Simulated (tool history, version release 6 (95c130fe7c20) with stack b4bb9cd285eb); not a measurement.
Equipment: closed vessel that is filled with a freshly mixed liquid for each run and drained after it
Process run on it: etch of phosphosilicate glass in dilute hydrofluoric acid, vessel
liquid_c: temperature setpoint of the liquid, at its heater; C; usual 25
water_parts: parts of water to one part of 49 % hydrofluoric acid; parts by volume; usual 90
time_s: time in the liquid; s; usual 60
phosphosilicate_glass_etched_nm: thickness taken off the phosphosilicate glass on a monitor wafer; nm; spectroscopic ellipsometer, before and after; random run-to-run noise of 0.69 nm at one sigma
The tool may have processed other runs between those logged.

| run | day | liquid_c | water_parts | time_s | wafers since the last listed run | hours since the thermometer was replaced | hours since the hydrofluoric acid flow meter was replaced | hours since the gauge calibration | read-back film thickness of the phosphosilicate glass reference wafer, read on the same gauge (nm) | phosphosilicate_glass_etched_nm |
|---|---|---|---|---|---|---|---|---|---|---|
| 1 | 0 | 26 | 90 | 85 | 0 | 1419 | 1369.1 | 571.7 | 70.58 | 115.9 |
| 2 | 2.162 | 26 | 90 | 85 | 4219 | 1470.9 | 1421 | 623.6 | 70.71 | 115.6 |
| 3 | 3.862 | 23 | 90 | 60 | 3317 | 1511.7 | 1461.8 | 664.4 | 70.81 | 74.06 |
| 4 | 5.446 | 23 | 90 | 60 | 3089 | 1549.7 | 1499.8 | 702.4 | 70.95 | 72.68 |
| 5 | 6.671 | 23 | 90 | 60 | 2390 | 1579.1 | 1529.2 | 731.8 | 71.04 | 72.68 |
| 6 | 9.021 | 25 | 125 | 60 | 4585 | 1635.5 | 1585.6 | 788.2 | 71.26 | 54.58 |
| 7 | 10.133 | 25 | 125 | 60 | 2170 | 1662.2 | 1612.3 | 814.9 | 71.29 | 53.98 |
| 8 | 12.817 | 25 | 125 | 60 | 5236 | 1726.6 | 1676.7 | 879.3 | 71.56 | 54.34 |
| 9 | 14.054 | 25 | 90 | 60 | 2414 | 1756.3 | 1706.4 | 909 | 71.73 | 79.88 |
| 10 | 16.758 | 25 | 60 | 35 | 5277 | 1821.2 | 1771.3 | 973.9 | 71.96 | 71.94 |
| 11 | 19.338 | 29 | 90 | 60 | 5033 | 1883.1 | 1833.2 | 1035.8 | 72.29 | 95.38 |
|  | 21.342 | thermometer replaced |
| 12 | 21.504 | 25 | 110 | 60 | 4146 | 3.9 | 1885.2 | 1087.8 | 72.53 | 64.17 |
| 13 | 22.792 | 25 | 90 | 60 | 2512 | 34.8 | 1916.1 | 1118.7 | 72.74 | 81.99 |
| 14 | 24.85 | 30 | 90 | 60 | 4016 | 84.2 | 1965.5 | 1168.1 | 72.98 | 99.79 |
| 15 | 26.908 | 27 | 115 | 50 | 4016 | 133.6 | 2014.9 | 1217.5 | 73.24 | 56.28 |
| 16 | 28.771 | 25 | 90 | 35 | 3634 | 178.3 | 2059.6 | 1262.2 | 73.49 | 47.52 |
| 17 | 30.079 | 23 | 75 | 50 | 2553 | 209.7 | 2091 | 1293.6 | 73.71 | 77.52 |
| 18 | 32.7 | 27.5 | 65 | 90 | 5114 | 272.6 | 2153.9 | 1356.5 | 74 | 195.29 |
|  | 33.083 | gauge calibrated |
| 19 | 34.242 | 25 | 90 | 30 | 3008 | 309.6 | 2190.9 | 27.8 | 70.02 | 39.07 |
|  | 34.512 | hydrofluoric acid flow meter replaced |
| 20 | 35.488 | 30 | 90 | 60 | 2349 | 339.5 | 23.4 | 57.7 | 70.02 | 94.14 |
| 21 | 37.708 | 27 | 135 | 50 | 4333 | 392.8 | 76.7 | 111 | 69.98 | 44.58 |
| 22 | 39.033 | 26.5 | 90 | 60 | 2585 | 424.6 | 108.5 | 142.8 | 70.02 | 81.44 |
| 23 | 41.542 | 22.5 | 90 | 60 | 4894 | 484.8 | 168.7 | 203 | 70.11 | 69.9 |
| 24 | 42.888 | 23 | 90 | 60 | 2626 | 517.1 | 201 | 235.3 | 70.09 | 71.06 |
| 25 | 44.725 | 25 | 90 | 60 | 3585 | 561.2 | 245.1 | 279.4 | 70.22 | 78.48 |
| 26 | 46.892 | 28 | 70 | 60 | 4228 | 613.2 | 297.1 | 331.4 | 70.27 | 115.38 |
| 27 | 49.867 | 25 | 90 | 60 | 5805 | 684.6 | 368.5 | 402.8 | 70.32 | 76.79 |
| 28 | 51.104 | 25 | 90 | 60 | 2414 | 714.3 | 398.2 | 432.5 | 70.38 | 79.08 |
| 29 | 52.95 | 22.5 | 75 | 90 | 3602 | 758.6 | 442.5 | 476.8 | 70.51 | 128.51 |
| 30 | 54.425 | 25 | 90 | 60 | 2878 | 794 | 477.9 | 512.2 | 70.62 | 77.08 |
| 31 | 56.346 | 20.5 | 50 | 60 | 3748 | 840.1 | 524 | 558.3 | 70.67 | 123.33 |

Entry by entry between the runs, the difference in hidden state between the last listed run before and the first listed run after:
In the gap between runs 11 and 12: thermometer replaced (day 21.342)
  gauge reads high (%): 3.27 -> 3.64
  measured minus no-state result, phosphosilicate_glass_etched_nm: +3.02 -> +2.25 nm
In the gap between runs 18 and 19: gauge calibrated (day 33.083)
  gauge reads high (%): 5.82 -> -0.0304
  measured minus no-state result, phosphosilicate_glass_etched_nm: +10.73 -> -0.02 nm
In the gap between runs 19 and 20: hydrofluoric acid flow meter replaced (day 34.512)
  gauge reads high (%): -0.0304 -> -0.0219
  measured minus no-state result, phosphosilicate_glass_etched_nm: -0.02 -> -0.02 nm

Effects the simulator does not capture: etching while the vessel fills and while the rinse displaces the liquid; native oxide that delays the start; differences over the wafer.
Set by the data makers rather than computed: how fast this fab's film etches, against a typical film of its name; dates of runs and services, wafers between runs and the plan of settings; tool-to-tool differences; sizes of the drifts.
